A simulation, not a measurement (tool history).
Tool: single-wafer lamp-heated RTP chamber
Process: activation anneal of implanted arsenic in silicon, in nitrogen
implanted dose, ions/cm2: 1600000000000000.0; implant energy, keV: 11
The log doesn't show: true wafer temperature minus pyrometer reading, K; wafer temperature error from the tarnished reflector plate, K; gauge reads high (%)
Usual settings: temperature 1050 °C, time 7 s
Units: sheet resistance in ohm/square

| run | day | temperature | time | wafers since the last listed run | wafers since the last pyrometer calibration | wafers since the reflector plate was cleaned | hours since the gauge calibration | read-back reference wafer on the same gauge, sheet resistance | sheet resistance |
|---|---|---|---|---|---|---|---|---|---|
| 1 | 0 | 1050 | 7 | 0 | 3107 | 1516 | 1666.1 | 119.91 | 109.51 |
| 2 | 3.012 | 1050 | 7 | 1382 | 4489 | 2899 | 1738.4 | 119.73 | 108.13 |
| 3 | 6.492 | 1050 | 7 | 1596 | 6086 | 4495 | 1821.9 | 119.89 | 107.41 |
| 4 | 12.246 | 1050 | 7 | 2640 | 8726 | 7136 | 1960 | 119.97 | 103.54 |
|  | 13.625 | pyrometer window cleaned and pyrometer calibrated |
| 5 | 14.246 | 1050 | 7 | 764 | 285 | 7901 | 2008 | 120.15 | 111.11 |
| 6 | 16.392 | 1050 | 7 | 984 | 1270 | 8885 | 2059.5 | 119.93 | 111.62 |
|  | 16.808 | reflector plate cleaned |
| 7 | 18.546 | 1050 | 7 | 835 | 2105 | 797 | 2111.2 | 120.04 | 110.8 |
| 8 | 20.583 | 1050 | 7 | 935 | 3040 | 1732 | 2160.1 | 120.02 | 111.31 |
| 9 | 24.229 | 1050 | 6 | 1673 | 4713 | 3405 | 2247.6 | 120.19 | 112.87 |
| 10 | 27.896 | 1050 | 6 | 1682 | 6396 | 5088 | 2335.6 | 120 | 109.85 |
| 11 | 29.658 | 1050 | 6 | 808 | 7205 | 5897 | 2377.9 | 120.03 | 109.27 |
| 12 | 31.942 | 1050 | 7 | 1047 | 8253 | 6944 | 2432.7 | 120.07 | 104.7 |
|  | 32.279 | pyrometer window cleaned and pyrometer calibrated |
| 13 | 34.904 | 1050 | 7 | 1206 | 1205 | 8151 | 2503.8 | 119.83 | 110.96 |
|  | 36.779 | gauge calibrated |
|  | 37.246 | reflector plate cleaned |
| 14 | 41.208 | 1050 | 7 | 2740 | 3945 | 1817 | 106.3 | 120.08 | 108.49 |
| 15 | 42.896 | 1044 | 7 | 774 | 4719 | 2592 | 146.8 | 119.97 | 112.62 |
| 16 | 44.592 | 1044 | 7 | 778 | 5497 | 3370 | 187.5 | 120.17 | 111.2 |
| 17 | 46.654 | 1034 | 7 | 946 | 6444 | 4316 | 237 | 119.92 | 115.33 |
| 18 | 48.396 | 1027 | 9 | 799 | 7243 | 5116 | 278.8 | 120.16 | 113.26 |
|  | 51.9 | pyrometer window cleaned and pyrometer calibrated |
| 19 | 51.921 | 1078 | 10 | 1464 | 10 | 6580 | 363.4 | 120.06 | 89.52 |
| 20 | 55.579 | 1050 | 7 | 1678 | 1689 | 8259 | 451.2 | 120.12 | 110.25 |
|  | 56.446 | reflector plate cleaned |
| 21 | 62.717 | 1050 | 11 | 3122 | 4811 | 2878 | 622.5 | 119.93 | 98.67 |
| 22 | 66.083 | 1072 | 7 | 1544 | 6356 | 4423 | 703.3 | 119.82 | 95.47 |
| 23 | 69.638 | 1042 | 6 | 1631 | 7987 | 6054 | 788.6 | 120.01 | 113.29 |
|  | 72.129 | pyrometer window cleaned and pyrometer calibrated |
| 24 | 73.008 | 1069 | 11 | 1393 | 402 | 7448 | 869.5 | 119.88 | 91.78 |
|  | 74.162 | reflector plate cleaned |
| 25 | 74.871 | 1032 | 5 | 701 | 1104 | 324 | 914.2 | 120.11 | 129.42 |
| 26 | 79.012 | 1050 | 7 | 1900 | 3005 | 2224 | 1013.6 | 120.14 | 110.22 |
| 27 | 82.288 | 1050 | 7 | 1502 | 4508 | 3727 | 1092.2 | 119.83 | 109.29 |
| 28 | 85.146 | 1030 | 3 | 1311 | 5819 | 5039 | 1160.8 | 119.9 | 138.94 |
| 29 | 86.679 | 1050 | 9 | 703 | 6523 | 5743 | 1197.6 | 120.2 | 102.93 |
| 30 | 89.125 | 1050 | 7 | 1122 | 7645 | 6865 | 1256.3 | 120.06 | 105.81 |
| 31 | 91.592 | 1050 | 7 | 1131 | 8777 | 7997 | 1315.5 | 119.9 | 104.11 |
|  | 92.442 | reflector plate cleaned |
|  | 93.096 | pyrometer window cleaned and pyrometer calibrated |
| 32 | 93.562 | 1050 | 7 | 598 | 213 | 360 | 1362.8 | 120 | 111.63 |

Forecast each of these 3 alternatives for the next run:
| A | 93.579 | 1050 | 7 | 7 | 221 | 368 | 1363.2 | ? | ? |
| B | 93.579 | 1021 | 8 | 7 | 221 | 368 | 1363.2 | ? | ? |
| C | 93.579 | 1061 | 10 | 7 | 221 | 368 | 1363.2 | ? | ? |

| run | read-back reference wafer on the same gauge, sheet resistance | sheet resistance |
|---|---|---|
| A | 119.93 | 111.35 |
| B | 119.93 | 127.3 |
| C | 119.93 | 97.55 |
Without the tool's hidden state the same runs would have given:
| run | sheet resistance |
|---|---|
| A | 111.76 |
| B | 127.78 |
| C | 97.88 |
